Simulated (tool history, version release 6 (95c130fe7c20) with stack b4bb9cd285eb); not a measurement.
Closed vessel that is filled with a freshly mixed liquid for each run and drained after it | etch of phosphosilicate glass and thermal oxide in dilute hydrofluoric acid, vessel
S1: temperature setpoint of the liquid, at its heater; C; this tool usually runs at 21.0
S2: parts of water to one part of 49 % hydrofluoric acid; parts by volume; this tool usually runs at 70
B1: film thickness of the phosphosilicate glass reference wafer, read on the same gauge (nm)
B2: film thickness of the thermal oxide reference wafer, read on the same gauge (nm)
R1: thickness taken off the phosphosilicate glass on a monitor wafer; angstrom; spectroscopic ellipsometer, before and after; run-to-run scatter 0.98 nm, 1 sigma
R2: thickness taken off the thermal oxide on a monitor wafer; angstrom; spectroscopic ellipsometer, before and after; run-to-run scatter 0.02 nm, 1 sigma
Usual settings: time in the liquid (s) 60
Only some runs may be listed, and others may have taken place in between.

{"run": 1, "hour": 0.0, "S1": 21.0, "S2": 70, "time in the liquid (s)": 60, "B1": 39.99, "B2": 60.013, "R1": 1207.7, "R2": 37.51}
{"run": 2, "hour": 47.0, "S1": 21.0, "S2": 70, "time in the liquid (s)": 60, "B1": 39.98, "B2": 59.942, "R1": 1195.3, "R2": 37.35}
{"run": 3, "hour": 92.3, "S1": 21.0, "S2": 60, "time in the liquid (s)": 60, "B1": 40.02, "B2": 60.016, "R1": 1421.9, "R2": 43.77}
{"run": 4, "hour": 160.1, "S1": 21.0, "S2": 60, "time in the liquid (s)": 60, "B1": 40.01, "B2": 60.05, "R1": 1415.5, "R2": 44.03}
{"run": 5, "hour": 223.7, "S1": 21.0, "S2": 60, "time in the liquid (s)": 60, "B1": 40.0, "B2": 59.977, "R1": 1429.5, "R2": 44.06}
{"run": 6, "hour": 288.7, "S1": 21.0, "S2": 70, "time in the liquid (s)": 35, "B1": 39.98, "B2": 60.017, "R1": 707.4, "R2": 22.15}
{"run": 7, "hour": 316.9, "S1": 21.0, "S2": 70, "time in the liquid (s)": 35, "B1": 39.99, "B2": 60.011, "R1": 708.9, "R2": 21.85}
{"run": 8, "hour": 387.3, "S1": 21.0, "S2": 70, "time in the liquid (s)": 35, "B1": 40.0, "B2": 60.017, "R1": 698.8, "R2": 22.03}
{"run": 9, "hour": 438.7, "S1": 18.0, "S2": 70, "time in the liquid (s)": 45, "B1": 40.0, "B2": 60.043, "R1": 702.6, "R2": 21.83}
{"run": 10, "hour": 488.6, "S1": 21.0, "S2": 70, "time in the liquid (s)": 60, "B1": 40.01, "B2": 59.925, "R1": 1078.4, "R2": 33.64}
{"run": 11, "hour": 554.0, "S1": 23.5, "S2": 80, "time in the liquid (s)": 45, "B1": 40.01, "B2": 60.021, "R1": 791.5, "R2": 23.9}
{"run": 12, "hour": 601.5, "S1": 21.0, "S2": 90, "time in the liquid (s)": 60, "B1": 40.01, "B2": 60.012, "R1": 859.1, "R2": 26.75}
{"run": 13, "hour": 670.3, "S1": 21.0, "S2": 70, "time in the liquid (s)": 85, "B1": 40.0, "B2": 59.959, "R1": 1619.6, "R2": 49.98}
{"run": 14, "hour": 735.7, "S1": 17.0, "S2": 45, "time in the liquid (s)": 50, "B1": 39.99, "B2": 59.986, "R1": 1280.4, "R2": 39.44}
{"run": 15, "hour": 772.1, "S1": 21.0, "S2": 45, "time in the liquid (s)": 95, "B1": 40.01, "B2": 60.031, "R1": 2854.4, "R2": 89.42}
{"run": 16, "hour": 808.8, "S1": 19.0, "S2": 45, "time in the liquid (s)": 60, "B1": 40.0, "B2": 59.98, "R1": 1664.2, "R2": 52.45}
{"run": 17, "hour": 870.7, "S1": 21.0, "S2": 70, "time in the liquid (s)": 40, "B1": 40.0, "B2": 59.969, "R1": 769.7, "R2": 23.77}
{"run": 18, "hour": 902.4, "S1": 21.0, "S2": 105, "time in the liquid (s)": 60, "B1": 39.99, "B2": 59.97, "R1": 722.1, "R2": 22.74}
{"run": 19, "hour": 936.4, "S1": 21.0, "S2": 70, "time in the liquid (s)": 35, "B1": 40.02, "B2": 60.004, "R1": 664.6, "R2": 20.76}
{"run": 20, "hour": 985.8, "S1": 19.5, "S2": 70, "time in the liquid (s)": 50, "B1": 40.02, "B2": 59.96, "R1": 894.7, "R2": 27.91}
{"run": 21, "hour": 1016.9, "S1": 21.0, "S2": 70, "time in the liquid (s)": 60, "B1": 39.99, "B2": 60.012, "R1": 1150.2, "R2": 35.48}
{"run": 22, "hour": 1045.5, "S1": 21.0, "S2": 50, "time in the liquid (s)": 60, "B1": 39.97, "B2": 59.962, "R1": 1668.3, "R2": 50.99}
{"run": 23, "hour": 1105.7, "S1": 22.5, "S2": 35, "time in the liquid (s)": 60, "B1": 39.99, "B2": 59.947, "R1": 2560.3, "R2": 79.37}
{"run": 24, "hour": 1143.3, "S1": 21.0, "S2": 70, "time in the liquid (s)": 90, "B1": 40.01, "B2": 60.0, "R1": 1738.6, "R2": 53.59}
{"run": 25, "hour": 1170.0, "S1": 19.0, "S2": 85, "time in the liquid (s)": 60, "B1": 39.99, "B2": 59.987, "R1": 855.8, "R2": 26.47}
{"run": 26, "hour": 1201.3, "S1": 21.0, "S2": 45, "time in the liquid (s)": 60, "B1": 39.99, "B2": 60.065, "R1": 1811.1, "R2": 57.87}

The log once held 3 entries between its listed runs, left out of this copy. Where does each go, and what is different about the tool's unlogged condition between the listed run before it and the listed run after it?
Runs 8 to 9: hydrofluoric acid flow meter replaced (hour 417.5)
  liquid colder than its thermometer reads (K): 1.26 -> 1.29; hydrofluoric acid flow above the setpoint (%): 12.3 -> 0.245
  measured value less the no-hidden-state value, R1: +48.8 -> -38.0 angstrom; R2: +1.54 -> -1.18 angstrom
Runs 10 to 11: gauge calibrated (hour 553.2)
  liquid colder than its thermometer reads (K): 1.32 -> 1.35; hydrofluoric acid flow above the setpoint (%): 0.525 -> 0.892
  measured value less the no-hidden-state value, R1: -54.7 -> -36.5 angstrom; R2: -1.71 -> -1.11 angstrom
Runs 11 to 12: thermometer replaced (hour 580.0)
  liquid colder than its thermometer reads (K): 1.35 -> 0.263; hydrofluoric acid flow above the setpoint (%): 0.892 -> 1.16
  measured value less the no-hidden-state value, R1: -36.5 -> +1.7 angstrom; R2: -1.11 -> +0.06 angstrom
